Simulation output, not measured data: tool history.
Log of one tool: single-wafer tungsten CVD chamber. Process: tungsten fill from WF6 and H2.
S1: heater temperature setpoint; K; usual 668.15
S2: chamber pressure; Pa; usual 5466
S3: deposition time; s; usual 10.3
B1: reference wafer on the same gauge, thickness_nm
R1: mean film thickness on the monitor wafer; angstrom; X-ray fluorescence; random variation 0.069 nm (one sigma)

run	hour	S1	S2	S3	B1	R1
1	0.0	668.15	5466	10.3	29.606	292.61
2	43.4	668.15	5466	10.3	29.596	293.01
3	91.3	668.15	5466	10.3	29.599	290.88
4	151.5	668.15	5466	10.3	29.593	292.82
5	182.9	668.15	5466	10.3	29.600	291.05
6	210.5	668.15	5466	10.3	29.617	292.05
# hour 235.5: capacitance manometer re-zeroed and calibrated
7	252.3	668.15	5466	10.3	29.599	303.25
8	296.5	668.15	5466	10.3	29.603	300.08
9	332.2	668.15	5466	10.3	29.600	301.51
10	393.5	668.15	5466	10.3	29.600	300.80
# hour 427.7: showerhead replaced, of another model than before
11	434.8	663.15	5466	10.3	29.588	277.51
12	488.5	668.15	6039	10.3	29.612	312.27
# hour 493.6: gauge calibrated
13	531.8	668.15	6786	10.3	29.609	325.78
# hour 603.0: thermocouple changed; heater temperature recalibrated
14	702.9	681.15	6479	8.2	29.610	312.10
15	732.8	668.15	5466	10.3	29.606	300.44
16	758.8	668.15	4266	10.3	29.608	274.76

Forecast each of these 4 alternatives for the next run:
A	759.2	668.15	5466	10.3	?	?
B	759.2	668.15	6039	10.9	?	?
C	759.2	657.15	6799	8.8	?	?
D	759.2	657.15	4813	9.5	?	?

run	B1	R1
A	29.600	300.54
B	29.600	329.59
C	29.600	230.15
D	29.600	219.89
Without the tool's hidden state the same runs would have given:
run	R1
A	302.23
B	331.42
C	231.43
D	221.15
